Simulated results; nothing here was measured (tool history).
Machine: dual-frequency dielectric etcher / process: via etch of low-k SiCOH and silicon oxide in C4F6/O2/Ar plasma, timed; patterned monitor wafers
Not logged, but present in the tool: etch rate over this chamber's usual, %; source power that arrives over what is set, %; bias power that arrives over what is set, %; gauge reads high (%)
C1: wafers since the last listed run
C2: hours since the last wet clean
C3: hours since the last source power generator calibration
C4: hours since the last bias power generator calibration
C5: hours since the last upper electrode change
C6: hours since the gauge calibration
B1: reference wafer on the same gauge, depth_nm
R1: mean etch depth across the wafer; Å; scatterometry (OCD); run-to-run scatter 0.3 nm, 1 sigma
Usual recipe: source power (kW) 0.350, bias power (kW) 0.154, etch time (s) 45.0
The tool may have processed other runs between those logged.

Run 1, hour 0.0: usual settings; C1 0; C2 508.8; C3 4560.9; C4 1198.7; C5 4778.2; C6 132.7; B1 92.1. Result: R1 1014 Å.
At hour 60.4: wet clean of the chamber.
Run 2, hour 60.9: usual settings; C1 623; C2 0.5; C3 4621.8; C4 1259.6; C5 4839.1; C6 193.6; B1 92.0. Result: R1 1045 Å.
Run 3, hour 73.1: usual settings; C1 206; C2 12.7; C3 4634.0; C4 1271.8; C5 4851.3; C6 205.8; B1 92.0. Result: R1 1039 Å.
Run 4, hour 117.5: usual settings but source power (kW) 0.370; C1 749; C2 57.1; C3 4678.4; C4 1316.2; C5 4895.7; C6 250.2; B1 91.9. Result: R1 1055 Å.
Run 5, hour 182.2: usual settings but source power (kW) 0.370; C1 1092; C2 121.8; C3 4743.1; C4 1380.9; C5 4960.4; C6 314.9; B1 92.1. Result: R1 1054 Å.
Run 6, hour 251.1: usual settings but source power (kW) 0.370; C1 1163; C2 190.7; C3 4812.0; C4 1449.8; C5 5029.3; C6 383.8; B1 92.0. Result: R1 1048 Å.
Run 7, hour 289.1: usual settings; C1 641; C2 228.7; C3 4850.0; C4 1487.8; C5 5067.3; C6 421.8; B1 92.0. Result: R1 1023 Å.
Run 8, hour 330.2: usual settings but source power (kW) 0.410, bias power (kW) 0.116, etch time (s) 36.0; C1 694; C2 269.8; C3 4891.1; C4 1528.9; C5 5108.4; C6 462.9; B1 92.0. Result: R1 789 Å.
Run 9, hour 391.1: usual settings; C1 1028; C2 330.7; C3 4952.0; C4 1589.8; C5 5169.3; C6 523.8; B1 92.1. Result: R1 1013 Å.
At hour 433.0: source power generator calibrated.
At hour 447.9: upper electrode replaced.
Run 10, hour 452.3: usual settings; C1 714; C2 391.9; C3 19.3; C4 1651.0; C5 4.4; C6 585.0; B1 92.0. Result: R1 1014 Å.
At hour 487.9: bias power generator calibrated.
At hour 530.2: gauge calibrated.
At hour 537.6: wet clean of the chamber.
Run 11, hour 538.1: usual settings but source power (kW) 0.310, bias power (kW) 0.175; C1 976; C2 0.5; C3 105.1; C4 50.2; C5 90.2; C6 7.9; B1 92.0. Result: R1 1047 Å.
Run 12, hour 567.5: usual settings but source power (kW) 0.290, bias power (kW) 0.190; C1 496; C2 29.9; C3 134.5; C4 79.6; C5 119.6; C6 37.3; B1 91.9. Result: R1 1047 Å.
Run 13, hour 607.7: usual settings but source power (kW) 0.280, etch time (s) 52.0; C1 678; C2 70.1; C3 174.7; C4 119.8; C5 159.8; C6 77.5; B1 92.0. Result: R1 1116 Å.
Run 14, hour 672.9: usual settings but bias power (kW) 0.129, etch time (s) 34.5; C1 1101; C2 135.3; C3 239.9; C4 185.0; C5 225.0; C6 142.7; B1 91.9. Result: R1 753 Å.

Entry by entry between the runs, the difference in hidden state between the last listed run before and the first listed run after:
From run 1 to run 2: wet clean of the chamber (hour 60.4)
  etch rate over this chamber's usual, %: -3.35 -> -0.519
  measured minus no-state result, R1: -35 -> -6 Å
From run 9 to run 10: source power generator calibrated (hour 433.0); upper electrode replaced (hour 447.9)
  etch rate over this chamber's usual, %: -2.62 -> -3.01
  measured minus no-state result, R1: -27 -> -32 Å
From run 10 to run 11: bias power generator calibrated (hour 487.9); gauge calibrated (hour 530.2); wet clean of the chamber (hour 537.6)
  etch rate over this chamber's usual, %: -3.01 -> 0.0637
  measured minus no-state result, R1: -32 -> +0 Å
